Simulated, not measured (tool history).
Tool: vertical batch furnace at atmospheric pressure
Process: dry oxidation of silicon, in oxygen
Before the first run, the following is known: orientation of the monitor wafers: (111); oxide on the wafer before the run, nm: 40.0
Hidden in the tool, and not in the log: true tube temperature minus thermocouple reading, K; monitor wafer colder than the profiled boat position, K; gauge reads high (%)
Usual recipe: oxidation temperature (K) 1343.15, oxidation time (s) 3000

run,day,oxidation temperature (K),oxidation time (s),wafers since the last listed run,hours since the last temperature calibration,hours since the boat lift was adjusted,hours since the gauge calibration,"read-back reference wafer on the same gauge, thickness",oxide thickness on the monitor wafer (nm)
1,0.000,1343.15,3780,0,2215.6,1754.6,1928.2,90.90,110.68
2,2.279,1343.15,3000,605,2270.3,1809.3,1982.9,90.92,98.77
3,3.971,1343.15,3000,449,2310.9,1849.9,2023.5,91.01,99.59
4,6.612,1343.15,3000,701,2374.3,1913.3,2086.9,90.96,99.56
5,9.521,1343.15,3000,772,2444.1,1983.1,2156.7,90.98,99.18
6,13.158,1343.15,3000,965,2531.4,2070.4,2244.0,91.04,98.59
7,18.012,1343.15,4110,1288,2647.9,2186.9,2360.5,90.96,115.34
8,20.538,1343.15,3990,670,2708.5,2247.5,2421.1,90.97,113.36
9,22.029,1358.15,3000,396,2744.3,2283.3,2456.9,91.05,106.17
# day 23.292: boat lift adjusted
10,23.488,1358.15,3000,121,2779.3,4.7,2491.9,90.97,108.97
11,24.550,1343.15,3000,282,2804.8,30.2,2517.4,91.03,100.35
# day 27.142: thermocouples replaced and temperature profile calibrated
12,27.162,1348.15,3000,428,0.5,92.9,2580.1,91.05,102.73
# day 27.879: gauge calibrated
13,28.900,1348.15,3000,461,42.2,134.6,24.5,90.96,103.36
14,30.533,1343.15,3000,433,81.4,173.8,63.7,90.99,100.16
15,32.100,1343.15,3000,415,119.0,211.4,101.3,91.03,101.06
16,33.488,1355.15,3000,368,152.3,244.7,134.6,91.10,105.82
17,35.879,1366.15,3390,634,209.7,302.1,192.0,91.08,120.06
18,38.212,1343.15,2100,619,265.7,358.1,248.0,90.91,84.97
19,44.450,1360.15,1950,1655,415.4,507.8,397.7,91.00,88.17
20,46.654,1343.15,3570,585,468.3,560.7,450.6,90.97,108.94
21,48.312,1360.15,4260,440,508.1,600.5,490.4,91.02,131.04
22,50.829,1343.15,3000,668,568.5,660.9,550.8,91.02,99.90
23,53.712,1322.15,4410,765,637.7,730.1,620.0,90.92,109.21
24,55.379,1343.15,3000,442,677.7,770.1,660.0,91.00,100.17
25,58.071,1357.15,4260,714,742.3,834.7,724.6,91.00,128.36
26,60.208,1352.15,4440,567,793.6,886.0,775.9,90.92,127.83
27,63.108,1343.15,3000,769,863.2,955.6,845.5,90.99,100.37
28,65.650,1330.15,2130,674,924.2,1016.6,906.5,90.96,80.83
29,66.729,1324.15,2610,286,950.1,1042.5,932.4,90.96,85.49
30,68.775,1323.15,4080,543,999.2,1091.6,981.5,91.06,106.43
31,69.942,1343.15,3870,309,1027.2,1119.6,1009.5,90.98,114.09
32,72.717,1343.15,3000,736,1093.8,1186.2,1076.1,90.92,99.77
33,74.992,1328.15,1860,603,1148.4,1240.8,1130.7,90.99,74.80
34,76.546,1343.15,3000,412,1185.7,1278.1,1168.0,90.98,99.63
35,77.775,1367.15,4290,326,1215.2,1307.6,1197.5,90.89,135.41
36,79.458,1343.15,3000,446,1255.6,1348.0,1237.9,90.97,100.48
37,81.500,1359.15,2190,542,1304.6,1397.0,1286.9,91.00,92.00
38,84.075,1343.15,3000,683,1366.4,1458.8,1348.7,90.99,99.49
39,86.100,1343.15,4050,537,1415.0,1507.4,1397.3,91.05,115.23

Give the tool's hidden conditions for every run:
true tube temperature minus thermocouple reading, K: 0 in every run
gauge reads high (%): 0 in every run
H1: monitor wafer colder than the profiled boat position, K
run,H1
1,2.87
2,3.04
3,3.17
4,3.38
5,3.62
6,3.93
7,4.37
8,4.6
9,4.74
10,0.463
11,0.464
12,0.471
13,0.479
14,0.49
15,0.502
16,0.516
17,0.543
18,0.576
19,0.69
20,0.74
21,0.78
22,0.847
23,0.932
24,0.985
25,1.08
26,1.15
27,1.27
28,1.37
29,1.42
30,1.51
31,1.57
32,1.7
33,1.82
34,1.9
35,1.97
36,2.06
37,2.18
38,2.33
39,2.46
